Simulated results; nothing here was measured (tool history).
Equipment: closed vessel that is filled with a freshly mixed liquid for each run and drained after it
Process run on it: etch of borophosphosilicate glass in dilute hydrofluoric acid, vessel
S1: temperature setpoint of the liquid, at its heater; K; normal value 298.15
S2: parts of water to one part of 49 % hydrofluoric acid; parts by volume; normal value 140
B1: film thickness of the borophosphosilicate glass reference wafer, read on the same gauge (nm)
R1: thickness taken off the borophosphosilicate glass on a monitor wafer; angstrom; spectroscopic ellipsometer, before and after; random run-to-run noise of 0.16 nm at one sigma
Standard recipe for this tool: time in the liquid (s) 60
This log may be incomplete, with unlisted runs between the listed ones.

{"run": 1, "hour": 0.0, "S1": 294.65, "S2": 140, "time in the liquid (s)": 60, "B1": 139.99, "R1": 163.9}
{"run": 2, "hour": 24.3, "S1": 298.15, "S2": 140, "time in the liquid (s)": 60, "B1": 140, "R1": 187.8}
{"run": 3, "hour": 57.3, "S1": 298.15, "S2": 140, "time in the liquid (s)": 60, "B1": 139.97, "R1": 188.5}
{"hour": 68.6, "done": "hydrofluoric acid flow meter replaced"}
{"run": 4, "hour": 86.2, "S1": 298.15, "S2": 165, "time in the liquid (s)": 60, "B1": 139.97, "R1": 153.2}
{"run": 5, "hour": 114.5, "S1": 298.15, "S2": 165, "time in the liquid (s)": 60, "B1": 139.98, "R1": 153.6}
{"run": 6, "hour": 149.5, "S1": 298.15, "S2": 140, "time in the liquid (s)": 60, "B1": 139.99, "R1": 185.7}
{"run": 7, "hour": 170.4, "S1": 298.15, "S2": 140, "time in the liquid (s)": 60, "B1": 140.01, "R1": 186.8}
{"run": 8, "hour": 184.8, "S1": 298.15, "S2": 140, "time in the liquid (s)": 60, "B1": 139.98, "R1": 187.6}
{"run": 9, "hour": 208.0, "S1": 298.15, "S2": 140, "time in the liquid (s)": 60, "B1": 139.96, "R1": 189.3}
{"run": 10, "hour": 234.6, "S1": 298.15, "S2": 120, "time in the liquid (s)": 60, "B1": 140.03, "R1": 219.1}
{"run": 11, "hour": 256.2, "S1": 298.15, "S2": 140, "time in the liquid (s)": 60, "B1": 139.98, "R1": 183.9}
{"run": 12, "hour": 288.3, "S1": 298.15, "S2": 140, "time in the liquid (s)": 60, "B1": 139.99, "R1": 185.5}
{"run": 13, "hour": 319.2, "S1": 301.15, "S2": 110, "time in the liquid (s)": 30, "B1": 140.01, "R1": 137.4}
{"run": 14, "hour": 339.1, "S1": 298.15, "S2": 140, "time in the liquid (s)": 60, "B1": 140, "R1": 184.1}
{"run": 15, "hour": 374.1, "S1": 298.15, "S2": 85, "time in the liquid (s)": 60, "B1": 139.96, "R1": 328.4}
{"run": 16, "hour": 394.4, "S1": 298.15, "S2": 140, "time in the liquid (s)": 60, "B1": 140, "R1": 185.7}
{"run": 17, "hour": 406.5, "S1": 298.15, "S2": 140, "time in the liquid (s)": 50, "B1": 140.03, "R1": 154.6}
{"hour": 419.7, "done": "gauge calibrated"}
{"run": 18, "hour": 437.5, "S1": 298.15, "S2": 205, "time in the liquid (s)": 60, "B1": 140.05, "R1": 115.9}
{"run": 19, "hour": 451.4, "S1": 298.15, "S2": 140, "time in the liquid (s)": 60, "B1": 140.02, "R1": 183.8}
{"run": 20, "hour": 485.4, "S1": 298.15, "S2": 140, "time in the liquid (s)": 95, "B1": 139.99, "R1": 296}
{"run": 21, "hour": 514.4, "S1": 298.15, "S2": 140, "time in the liquid (s)": 85, "B1": 140.04, "R1": 259.7}
{"run": 22, "hour": 539.9, "S1": 299.65, "S2": 140, "time in the liquid (s)": 60, "B1": 139.97, "R1": 193}
{"run": 23, "hour": 566.5, "S1": 296.15, "S2": 85, "time in the liquid (s)": 40, "B1": 140.02, "R1": 198.6}
{"hour": 585.2, "done": "thermometer replaced"}
{"run": 24, "hour": 595.1, "S1": 295.65, "S2": 85, "time in the liquid (s)": 50, "B1": 140.02, "R1": 258.7}
{"run": 25, "hour": 630.7, "S1": 299.65, "S2": 140, "time in the liquid (s)": 30, "B1": 140.03, "R1": 101.7}
{"run": 26, "hour": 649.4, "S1": 298.15, "S2": 140, "time in the liquid (s)": 60, "B1": 139.99, "R1": 194.4}
{"run": 27, "hour": 701.4, "S1": 298.15, "S2": 140, "time in the liquid (s)": 60, "B1": 139.99, "R1": 193.9}

Run 28 is up next; what results do you expect?
{"run": 28, "hour": 730.1, "S1": 298.15, "S2": 95, "time in the liquid (s)": 60, "B1": "?", "R1": "?"}

{"run 28": {"B1": 139.96, "R1": 303.4}}
The same run, on a tool lacking any hidden state, would have yielded R1 307.6 angstrom.
